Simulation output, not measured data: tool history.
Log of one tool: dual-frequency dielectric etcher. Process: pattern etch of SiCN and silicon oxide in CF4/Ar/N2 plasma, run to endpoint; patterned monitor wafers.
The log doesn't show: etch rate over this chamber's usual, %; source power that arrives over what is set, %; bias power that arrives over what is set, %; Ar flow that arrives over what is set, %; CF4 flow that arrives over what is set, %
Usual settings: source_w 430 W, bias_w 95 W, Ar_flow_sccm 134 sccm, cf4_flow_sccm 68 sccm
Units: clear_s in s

| run | hour | source_w | bias_w | Ar_flow_sccm | cf4_flow_sccm | wafers since the last listed run | hours since the last wet clean | hours since the last source power generator calibration | hours since the last bias power generator calibration | hours since the last Ar flow controller change | hours since the last CF4 flow controller change | hours since the last upper electrode change | incoming incoming film thickness, nm | clear_s |
|---|---|---|---|---|---|---|---|---|---|---|---|---|---|---|
| 1 | 0.0 | 430 | 95 | 134 | 68 | 0 | 134.9 | 3184.2 | 1480.0 | 1752.9 | 2526.2 | 4033.1 | 11.45 | 14.3 |
| 2 | 11.7 | 510 | 80 | 120 | 77 | 239 | 146.6 | 3195.9 | 1491.7 | 1764.6 | 2537.9 | 4044.8 | 11.60 | 12.3 |
|  | 19.8 | source power generator calibrated |
| 3 | 26.6 | 400 | 95 | 113 | 68 | 223 | 161.5 | 6.8 | 1506.6 | 1779.5 | 2552.8 | 4059.7 | 11.46 | 14.9 |
|  | 61.0 | upper electrode replaced |
| 4 | 61.5 | 510 | 95 | 134 | 68 | 223 | 196.4 | 41.7 | 1541.5 | 1814.4 | 2587.7 | 0.5 | 11.57 | 12.2 |
| 5 | 64.8 | 430 | 95 | 122 | 68 | 67 | 199.7 | 45.0 | 1544.8 | 1817.7 | 2591.0 | 3.8 | 11.66 | 14.3 |
| 6 | 76.4 | 430 | 95 | 134 | 68 | 237 | 211.3 | 56.6 | 1556.4 | 1829.3 | 2602.6 | 15.4 | 11.59 | 14.5 |
| 7 | 85.6 | 540 | 118 | 125 | 68 | 188 | 220.5 | 65.8 | 1565.6 | 1838.5 | 2611.8 | 24.6 | 11.66 | 10.9 |
|  | 104.2 | Ar flow controller replaced |
|  | 108.1 | bias power generator calibrated |
| 8 | 108.6 | 430 | 81 | 134 | 83 | 268 | 243.5 | 88.8 | 0.5 | 4.4 | 2634.8 | 47.6 | 11.68 | 15.0 |
| 9 | 110.7 | 430 | 106 | 134 | 68 | 42 | 245.6 | 90.9 | 2.6 | 6.5 | 2636.9 | 49.7 | 11.63 | 14.2 |
|  | 118.7 | CF4 flow controller replaced |
| 10 | 119.2 | 430 | 81 | 151 | 68 | 51 | 254.1 | 99.4 | 11.1 | 15.0 | 0.5 | 58.2 | 11.62 | 15.5 |
| 11 | 125.3 | 430 | 95 | 134 | 68 | 124 | 260.2 | 105.5 | 17.2 | 21.1 | 6.6 | 64.3 | 11.53 | 14.5 |
| 12 | 134.4 | 430 | 95 | 134 | 68 | 186 | 269.3 | 114.6 | 26.3 | 30.2 | 15.7 | 73.4 | 11.65 | 14.7 |
| 13 | 141.3 | 430 | 95 | 121 | 52 | 141 | 276.2 | 121.5 | 33.2 | 37.1 | 22.6 | 80.3 | 11.71 | 15.0 |
| 14 | 149.1 | 390 | 102 | 134 | 55 | 159 | 284.0 | 129.3 | 41.0 | 44.9 | 30.4 | 88.1 | 11.66 | 16.3 |
| 15 | 156.9 | 530 | 85 | 155 | 52 | 159 | 291.8 | 137.1 | 48.8 | 52.7 | 38.2 | 95.9 | 11.54 | 12.9 |
|  | 182.9 | wet clean of the chamber |
| 16 | 183.4 | 430 | 95 | 134 | 68 | 51 | 0.5 | 163.6 | 75.3 | 79.2 | 64.7 | 122.4 | 11.65 | 14.1 |
| 17 | 183.7 | 320 | 117 | 113 | 68 | 6 | 0.8 | 163.9 | 75.6 | 79.5 | 65.0 | 122.7 | 11.65 | 17.7 |
| 18 | 196.9 | 340 | 95 | 109 | 68 | 270 | 14.0 | 177.1 | 88.8 | 92.7 | 78.2 | 135.9 | 11.58 | 17.2 |
| 19 | 209.4 | 490 | 82 | 134 | 68 | 255 | 26.5 | 189.6 | 101.3 | 105.2 | 90.7 | 148.4 | 11.59 | 13.0 |
| 20 | 217.0 | 520 | 88 | 134 | 68 | 155 | 34.1 | 197.2 | 108.9 | 112.8 | 98.3 | 156.0 | 11.64 | 12.1 |
| 21 | 225.0 | 430 | 73 | 134 | 68 | 163 | 42.1 | 205.2 | 116.9 | 120.8 | 106.3 | 164.0 | 11.54 | 15.1 |
| 22 | 241.1 | 430 | 95 | 134 | 68 | 329 | 58.2 | 221.3 | 133.0 | 136.9 | 122.4 | 180.1 | 11.63 | 14.3 |
| 23 | 252.4 | 380 | 102 | 154 | 80 | 231 | 69.5 | 232.6 | 144.3 | 148.2 | 133.7 | 191.4 | 11.64 | 15.9 |
| 24 | 266.3 | 360 | 118 | 114 | 58 | 284 | 83.4 | 246.5 | 158.2 | 162.1 | 147.6 | 205.3 | 11.51 | 15.7 |

Forecast each of these 4 alternatives for the next run:
| A | 266.7 | 430 | 95 | 143 | 68 | 8 | 83.8 | 246.9 | 158.6 | 162.5 | 148.0 | 205.7 | 11.65 | ? |
| B | 266.7 | 320 | 95 | 162 | 68 | 8 | 83.8 | 246.9 | 158.6 | 162.5 | 148.0 | 205.7 | 11.65 | ? |
| C | 266.7 | 480 | 95 | 165 | 60 | 8 | 83.8 | 246.9 | 158.6 | 162.5 | 148.0 | 205.7 | 11.65 | ? |
| D | 266.7 | 430 | 95 | 134 | 72 | 8 | 83.8 | 246.9 | 158.6 | 162.5 | 148.0 | 205.7 | 11.65 | ? |

| run | clear_s |
|---|---|
| A | 14.3 |
| B | 19.6 |
| C | 13.4 |
| D | 14.1 |
Without the tool's hidden state the same runs would have given:
| run | clear_s |
|---|---|
| A | 14.3 |
| B | 19.6 |
| C | 13.3 |
| D | 14.0 |
